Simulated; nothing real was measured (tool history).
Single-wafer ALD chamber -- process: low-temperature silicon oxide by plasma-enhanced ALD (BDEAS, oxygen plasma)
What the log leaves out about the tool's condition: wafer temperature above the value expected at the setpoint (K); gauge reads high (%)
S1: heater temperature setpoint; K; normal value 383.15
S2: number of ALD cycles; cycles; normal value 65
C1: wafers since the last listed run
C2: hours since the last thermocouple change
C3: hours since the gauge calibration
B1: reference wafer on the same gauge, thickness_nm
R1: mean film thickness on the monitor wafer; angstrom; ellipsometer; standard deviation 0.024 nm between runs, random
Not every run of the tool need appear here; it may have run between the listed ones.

run 1 hour=0 | S1=383.15 S2=65 | C1=0 C2=726.8 C3=1293.4 | B1=11.177 | R1=96.43
run 2 hour=49.6 | S1=383.15 S2=65 | C1=294 C2=776.4 C3=1343 | B1=11.181 | R1=95.96
run 3 hour=116.5 | S1=383.15 S2=65 | C1=397 C2=843.3 C3=1409.9 | B1=11.178 | R1=96.58
run 4 hour=203.9 | S1=389.15 S2=56 | C1=519 C2=930.7 C3=1497.3 | B1=11.183 | R1=82.45
run 5 hour=302.4 | S1=383.15 S2=65 | C1=585 C2=1029.2 C3=1595.8 | B1=11.186 | R1=96.49
run 6 hour=363.1 | S1=383.15 S2=65 | C1=360 C2=1089.9 C3=1656.5 | B1=11.175 | R1=96.61
run 7 hour=454.5 | S1=383.15 S2=65 | C1=543 C2=1181.3 C3=1747.9 | B1=11.183 | R1=96.57
run 8 hour=508.6 | S1=383.15 S2=65 | C1=321 C2=1235.4 C3=1802 | B1=11.177 | R1=96.53
run 9 hour=588.8 | S1=383.15 S2=65 | C1=476 C2=1315.6 C3=1882.2 | B1=11.182 | R1=96.58
run 10 hour=630.5 | S1=383.15 S2=65 | C1=247 C2=1357.3 C3=1923.9 | B1=11.178 | R1=96.34
run 11 hour=678.7 | S1=383.15 S2=65 | C1=286 C2=1405.5 C3=1972.1 | B1=11.182 | R1=96.93
run 12 hour=741.7 | S1=383.15 S2=65 | C1=374 C2=1468.5 C3=2035.1 | B1=11.177 | R1=96.48
run 13 hour=843.8 | S1=383.15 S2=65 | C1=606 C2=1570.6 C3=2137.2 | B1=11.185 | R1=96.36
run 14 hour=914.4 | S1=383.15 S2=65 | C1=419 C2=1641.2 C3=2207.8 | B1=11.177 | R1=96.6
run 15 hour=998.7 | S1=383.15 S2=65 | C1=500 C2=1725.5 C3=2292.1 | B1=11.183 | R1=96.54
run 16 hour=1063.4 | S1=383.15 S2=57 | C1=384 C2=1790.2 C3=2356.8 | B1=11.184 | R1=84.94
run 17 hour=1129.1 | S1=388.15 S2=55 | C1=390 C2=1855.9 C3=2422.5 | B1=11.185 | R1=81.33
run 18 hour=1169.2 | S1=383.15 S2=65 | C1=238 C2=1896 C3=2462.6 | B1=11.176 | R1=96.51
run 19 hour=1265.3 | S1=383.15 S2=74 | C1=571 C2=1992.1 C3=2558.7 | B1=11.185 | R1=109.41
-- hour=1318.7 gauge calibrated
run 20 hour=1345.6 | S1=391.15 S2=72 | C1=477 C2=2072.4 C3=26.9 | B1=11.176 | R1=105.36
run 21 hour=1392.4 | S1=383.15 S2=61 | C1=278 C2=2119.2 C3=73.7 | B1=11.179 | R1=90.89
run 22 hour=1499 | S1=383.15 S2=65 | C1=633 C2=2225.8 C3=180.3 | B1=11.182 | R1=96.58
run 23 hour=1555 | S1=368.15 S2=52 | C1=332 C2=2281.8 C3=236.3 | B1=11.178 | R1=80.09
-- hour=1587.3 thermocouple changed; heater temperature recalibrated
run 24 hour=1612.3 | S1=394.15 S2=57 | C1=292 C2=25 C3=293.6 | B1=11.179 | R1=82.74
run 25 hour=1696.9 | S1=383.15 S2=65 | C1=502 C2=109.6 C3=378.2 | B1=11.179 | R1=95.77
run 26 hour=1828.9 | S1=379.15 S2=74 | C1=784 C2=241.6 C3=510.2 | B1=11.181 | R1=109.51
run 27 hour=1910.3 | S1=397.15 S2=65 | C1=483 C2=323 C3=591.6 | B1=11.178 | R1=93.81
run 28 hour=1958 | S1=383.15 S2=65 | C1=283 C2=370.7 C3=639.3 | B1=11.184 | R1=95.64
run 29 hour=2057 | S1=383.15 S2=73 | C1=588 C2=469.7 C3=738.3 | B1=11.183 | R1=108.26
run 30 hour=2137.6 | S1=373.15 S2=71 | C1=479 C2=550.3 C3=818.9 | B1=11.184 | R1=106.65
run 31 hour=2239.4 | S1=391.15 S2=53 | C1=605 C2=652.1 C3=920.7 | B1=11.182 | R1=77.28
run 32 hour=2299 | S1=369.15 S2=65 | C1=354 C2=711.7 C3=980.3 | B1=11.181 | R1=99.38

List, for all runs, the conditions of the tool that the log does not record:
gauge reads high (%): 0 across all the runs
H1: wafer temperature above the value expected at the setpoint (K)
run=1 H1=-3.69
run=2 H1=-3.85
run=3 H1=-4.04
run=4 H1=-4.26
run=5 H1=-4.49
run=6 H1=-4.61
run=7 H1=-4.78
run=8 H1=-4.87
run=9 H1=-4.99
run=10 H1=-5.05
run=11 H1=-5.11
run=12 H1=-5.19
run=13 H1=-5.3
run=14 H1=-5.37
run=15 H1=-5.44
run=16 H1=-5.49
run=17 H1=-5.54
run=18 H1=-5.57
run=19 H1=-5.62
run=20 H1=-5.67
run=21 H1=-5.69
run=22 H1=-5.74
run=23 H1=-5.76
run=24 H1=0.233
run=25 H1=-0.429
run=26 H1=-1.32
run=27 H1=-1.8
run=28 H1=-2.05
run=29 H1=-2.53
run=30 H1=-2.88
run=31 H1=-3.27
run=32 H1=-3.47

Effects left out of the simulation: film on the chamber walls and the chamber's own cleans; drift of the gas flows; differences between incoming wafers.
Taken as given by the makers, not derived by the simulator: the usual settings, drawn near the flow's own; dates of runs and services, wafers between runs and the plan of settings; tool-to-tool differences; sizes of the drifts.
